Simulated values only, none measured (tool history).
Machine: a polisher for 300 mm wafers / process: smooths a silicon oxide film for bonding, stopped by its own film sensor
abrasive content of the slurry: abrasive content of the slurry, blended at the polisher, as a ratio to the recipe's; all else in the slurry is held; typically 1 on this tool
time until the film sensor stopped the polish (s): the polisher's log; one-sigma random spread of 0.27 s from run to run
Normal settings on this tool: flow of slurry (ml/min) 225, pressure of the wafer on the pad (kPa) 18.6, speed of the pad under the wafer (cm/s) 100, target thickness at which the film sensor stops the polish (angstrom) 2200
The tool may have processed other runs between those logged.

run	hour	flow of slurry (ml/min)	pressure of the wafer on the pad (kPa)	speed of the pad under the wafer (cm/s)	abrasive content of the slurry	target thickness at which the film sensor stops the polish (angstrom)	wafers since the last listed run	wafers polished on this pad	hours since the slurry nozzle was cleaned	hours since the head pressure was calibrated	hours since the slurry blender was calibrated	incoming thickness of the incoming film, nm	time until the film sensor stopped the polish (s)
1	0	225	18.6	100	1	2200	0	231	482.9	341.8	452.6	250.2	27.1
2	15.4	225	18.6	100	1	2200	227	458	498.3	357.2	468	255.5	32.3
3	29.7	225	18.6	100	1	2200	211	669	512.6	371.5	482.3	252.2	28.7
4	37.6	225	18.6	100	1	2200	116	786	520.5	379.4	490.2	249.2	26.1
5	44.5	225	18.6	100	1	2200	101	887	527.4	386.3	497.1	249.7	26.9
# hour 54: worn pad replaced by a new one
6	61.5	225	18.6	100	1	2200	191	110	544.4	403.3	514.1	250.9	27.9
7	74.4	225	18.6	100	0.8	2200	190	301	557.3	416.2	527	251	31.3
# hour 81.7: slurry blender recalibrated
8	88.5	225	18.6	100	1	2200	178	479	571.4	430.3	6.8	252	28.8
9	104.4	225	18.6	100	1	2170	234	714	587.3	446.2	22.7	247.8	27.5
# hour 108.9: head pressure recalibrated
10	118.3	225	14.5	72	1	2200	175	889	601.2	9.4	36.6	253	56.7
11	133.4	225	18.6	116	0.85	2170	222	1112	616.3	24.5	51.7	246.2	27.9
# hour 139.2: worn pad replaced by a new one
12	149.4	295	13.8	100	1	2200	177	150	632.3	40.5	67.7	250.6	39.3
# hour 168.2: slurry nozzle cleaned
13	200.7	295	13.8	100	1	2200	742	892	32.5	91.8	119	250.6	38.6
14	217.1	225	20	80	0.8	2110	242	1134	48.9	108.2	135.4	249.1	45.4

Give the tool's hidden conditions for every run:
removal rate lost through wear of the pad, %: 0 across all the runs
slurry flow missing at the pad, %: 0 across all the runs
abrasive missing from the slurry, %: 0 across all the runs
H1: deviation of the head's pressure from its setpoint, %
run	H1
1	12
2	12.1
3	12.2
4	12.3
5	12.3
6	12.4
7	12.5
8	12.6
9	12.7
10	0.593
11	1.68
12	2.71
13	5.42
14	6.12
